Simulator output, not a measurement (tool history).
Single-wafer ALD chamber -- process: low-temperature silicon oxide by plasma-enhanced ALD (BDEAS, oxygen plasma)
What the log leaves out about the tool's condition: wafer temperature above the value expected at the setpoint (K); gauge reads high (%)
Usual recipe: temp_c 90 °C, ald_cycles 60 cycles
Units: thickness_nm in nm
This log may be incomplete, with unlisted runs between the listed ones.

run,hour,temp_c,ald_cycles,wafers since the last listed run,hours since the last thermocouple change,hours since the gauge calibration,"read-back reference wafer on the same gauge, thickness_nm",thickness_nm
1,0,90,60,0,1799,358.3,10.364,8.945
2,13.6,90,60,73,1812.6,371.9,10.353,8.926
3,30.6,90,60,91,1829.6,388.9,10.354,8.919
4,43.8,90,60,70,1842.8,402.1,10.344,8.915
5,57.7,90,60,74,1856.7,416,10.333,8.886
6,72.2,90,60,77,1871.2,430.5,10.345,8.891
7,79,90,60,36,1878,437.3,10.344,8.906
8,88.1,90,60,48,1887.1,446.4,10.344,8.959
9,96,90,68,42,1895,454.3,10.338,10.111
10,140.2,90,68,237,1939.2,498.5,10.321,10.102
11,156.9,90,60,89,1955.9,515.2,10.311,8.875
12,202,90,60,242,2001,560.3,10.303,8.899
# hour 202.5: gauge calibrated
13,217.3,90,60,82,2016.3,14.8,10.454,9.027
14,229.2,90,51,63,2028.2,26.7,10.456,7.645
15,236.7,90,51,40,2035.7,34.2,10.456,7.641
16,252.4,90,51,84,2051.4,49.9,10.45,7.666
17,270,90,56,94,2069,67.5,10.445,8.405
18,285.5,90,56,83,2084.5,83,10.438,8.386
19,299.8,90,60,76,2098.8,97.3,10.438,8.944
# hour 312.8: thermocouple changed; heater temperature recalibrated
20,313.3,104,56,29,0.5,110.8,10.436,8.055
21,316.1,90,56,15,3.3,113.6,10.425,8.387
22,327,96,64,58,14.2,124.5,10.421,9.432
23,334.4,90,60,39,21.6,131.9,10.43,8.995
24,348.8,90,52,77,36,146.3,10.418,7.801
25,357.5,95,60,46,44.7,155,10.413,8.828
26,369.2,90,71,62,56.4,166.7,10.409,10.681
27,376.3,90,60,38,63.5,173.8,10.418,8.97
28,387.2,100,71,58,74.4,184.7,10.412,10.319
29,399.6,90,60,66,86.8,197.1,10.414,8.981
30,406.6,90,60,37,93.8,204.1,10.395,8.951
31,422,79,51,82,109.2,219.5,10.406,7.879
32,429.8,98,52,41,117,227.3,10.395,7.572
33,445.6,104,60,84,132.8,243.1,10.392,8.579
34,484.1,76,50,206,171.3,281.6,10.376,7.76
35,499.2,84,51,81,186.4,296.7,10.377,7.757
36,508.3,84,51,48,195.5,305.8,10.379,7.734
37,524.6,100,60,87,211.8,322.1,10.368,8.67
38,534.9,90,53,55,222.1,332.4,10.378,7.894

What was the tool's hidden state at every run in the log?
wafer temperature above the value expected at the setpoint (K): 0 on each run
H1: gauge reads high (%)
run,H1
1,-0.966
2,-1
3,-1.04
4,-1.08
5,-1.11
6,-1.15
7,-1.17
8,-1.19
9,-1.21
10,-1.33
11,-1.37
12,-1.48
13,-0.0376
14,-0.0682
15,-0.0874
16,-0.128
17,-0.173
18,-0.213
19,-0.249
20,-0.284
21,-0.291
22,-0.319
23,-0.338
24,-0.375
25,-0.397
26,-0.427
27,-0.446
28,-0.474
29,-0.505
30,-0.523
31,-0.563
32,-0.583
33,-0.623
34,-0.722
35,-0.761
36,-0.784
37,-0.826
38,-0.853
